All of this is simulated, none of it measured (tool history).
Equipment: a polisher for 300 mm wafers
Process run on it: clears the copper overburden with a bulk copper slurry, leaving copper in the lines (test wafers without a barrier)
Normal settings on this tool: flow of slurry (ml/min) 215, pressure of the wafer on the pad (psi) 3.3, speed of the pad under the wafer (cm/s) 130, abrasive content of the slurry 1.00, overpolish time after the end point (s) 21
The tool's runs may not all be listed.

run   hour  flow of slurry (ml/min)  pressure of the wafer on the pad (psi)  speed of the pad under the wafer (cm/s)  abrasive content of the slurry  overpolish time after the end point (s)  incoming thickness of the incoming film, nm  time until the end point was called (s)  dishing of a wide line in a test structure (angstrom)
  1    0.0                      215                                     3.3                                      130                            1.00                                       21                                        807.1                                     55.5                                                   1047
       4.9  -- worn pad replaced by a new one
      19.8  -- slurry blender recalibrated
  2   22.4                      215                                     3.3                                      130                            1.00                                       21                                        798.7                                     54.9                                                   1072
  3   39.3                      215                                     3.3                                      130                            1.00                                       21                                        786.5                                     54.1                                                   1075
  4   86.0                      180                                     3.3                                      130                            1.00                                       21                                        789.9                                     55.6                                                   1045
  5  105.2                      180                                     3.3                                      130                            1.00                                       21                                        804.3                                     57.4                                                   1047
     131.0  -- worn pad replaced by a new one
  6  131.5                      180                                     3.3                                      130                            1.00                                       21                                        779.7                                     56.4                                                   1057
     152.4  -- slurry blender recalibrated
  7  210.2                      240                                     3.3                                      130                            1.00                                       21                                        787.1                                     52.9                                                   1043
  8  237.5                      215                                     3.3                                      130                            0.80                                       21                                        795.8                                     59.4                                                   1038
     252.6  -- slurry nozzle cleaned
     264.1  -- worn pad replaced by a new one
  9  269.2                      215                                     3.3                                      130                            0.80                                       21                                        799.4                                     59.6                                                   1016
 10  285.9                      215                                     3.3                                      130                            1.00                                       21                                        785.1                                     54.1                                                   1052
     306.7  -- slurry blender recalibrated
 11  308.1                      215                                     3.3                                      130                            1.00                                       21                                        781.3                                     54.3                                                   1052
 12  323.0                      255                                     3.3                                      130                            1.05                                       21                                        786.2                                     53.3                                                   1061
 13  352.8                      255                                     3.3                                      130                            1.05                                       21                                        794.9                                     54.0                                                   1055
     364.7  -- head pressure recalibrated
 14  370.4                      250                                     3.3                                      130                            1.00                                       21                                        805.1                                     47.3                                                   1128
     412.4  -- worn pad replaced by a new one
 15  417.7                      215                                     3.3                                      130                            0.90                                       15                                        773.9                                     47.2                                                    977
 16  433.0                      215                                     3.3                                      130                            1.00                                       21                                        804.3                                     49.7                                                   1119
     439.4  -- slurry blender recalibrated
 17  458.5                      215                                     3.3                                      172                            1.00                                       21                                        797.2                                     39.8                                                   1174
 18  471.6                      215                                     3.3                                      130                            1.00                                       21                                        795.4                                     48.8                                                   1111
 19  494.2                      215                                     4.2                                      130                            0.90                                       21                                        779.7                                     38.9                                                   1252

The next listed run, before its measurement:
 20  520.2                      175                                     3.3                                      130                            1.15                                       21                                        799.0                                        ?                                                      ?

Run 20 produced time until the end point was called (s) 50.4, dishing of a wide line in a test structure (angstrom) 1127.
Were there no unlogged condition in the tool, this run, its random variation unchanged, would have produced time until the end point was called (s) 49.5, dishing of a wide line in a test structure (angstrom) 1138.

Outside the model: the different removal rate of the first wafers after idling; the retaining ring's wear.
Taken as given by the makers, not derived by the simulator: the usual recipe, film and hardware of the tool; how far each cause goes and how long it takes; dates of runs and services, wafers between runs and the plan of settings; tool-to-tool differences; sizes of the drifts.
